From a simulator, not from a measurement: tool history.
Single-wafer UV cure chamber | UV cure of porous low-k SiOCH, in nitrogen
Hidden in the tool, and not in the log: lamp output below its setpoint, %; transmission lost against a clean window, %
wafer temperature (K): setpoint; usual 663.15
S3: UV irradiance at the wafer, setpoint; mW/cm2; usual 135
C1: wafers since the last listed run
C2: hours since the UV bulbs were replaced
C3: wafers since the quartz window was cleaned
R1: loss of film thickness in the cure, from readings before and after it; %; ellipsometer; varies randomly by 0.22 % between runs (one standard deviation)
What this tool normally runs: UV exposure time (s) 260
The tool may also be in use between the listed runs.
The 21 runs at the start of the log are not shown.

run 22 hour=510.7 | wafer_temperature_(K)=653.15 UV_exposure_time_(s)=260 S3=135 | C1=150 C2=128.7 C3=658 | R1=14.677
run 23 hour=539.1 | wafer_temperature_(K)=663.15 UV_exposure_time_(s)=260 S3=135 | C1=182 C2=157.1 C3=841 | R1=15.114
run 24 hour=557.3 | wafer_temperature_(K)=675.15 UV_exposure_time_(s)=260 S3=135 | C1=117 C2=175.3 C3=958 | R1=15.376
run 25 hour=577.5 | wafer_temperature_(K)=648.15 UV_exposure_time_(s)=110 S3=123 | C1=130 C2=195.5 C3=1088 | R1=9.742
run 26 hour=589.6 | wafer_temperature_(K)=647.15 UV_exposure_time_(s)=315 S3=98 | C1=77 C2=207.6 C3=1166 | R1=13.949
run 27 hour=608.4 | wafer_temperature_(K)=663.15 UV_exposure_time_(s)=260 S3=101 | C1=121 C2=226.4 C3=1287 | R1=13.187
run 28 hour=642.9 | wafer_temperature_(K)=646.15 UV_exposure_time_(s)=370 S3=104 | C1=222 C2=260.9 C3=1509 | R1=14.859
run 29 hour=659.9 | wafer_temperature_(K)=663.15 UV_exposure_time_(s)=260 S3=135 | C1=109 C2=277.9 C3=1618 | R1=14.802
run 30 hour=688.2 | wafer_temperature_(K)=663.15 UV_exposure_time_(s)=260 S3=135 | C1=182 C2=306.2 C3=1801 | R1=14.580
run 31 hour=708.1 | wafer_temperature_(K)=663.15 UV_exposure_time_(s)=345 S3=135 | C1=128 C2=326.1 C3=1929 | R1=15.949
run 32 hour=726.8 | wafer_temperature_(K)=674.15 UV_exposure_time_(s)=375 S3=135 | C1=120 C2=344.8 C3=2049 | R1=16.753
run 33 hour=746.4 | wafer_temperature_(K)=649.15 UV_exposure_time_(s)=260 S3=135 | C1=126 C2=364.4 C3=2175 | R1=14.668

Estimate the outcome of run 34 from the log above:
run 34 hour=764.6 | wafer_temperature_(K)=663.15 UV_exposure_time_(s)=190 S3=115 | C1=117 C2=382.6 C3=2293 | R1=?

Logged for run 34: R1 11.918 %.
Take away the tool's hidden state, keep the run-to-run variation as it was, and the same run would have given R1 12.464 %.
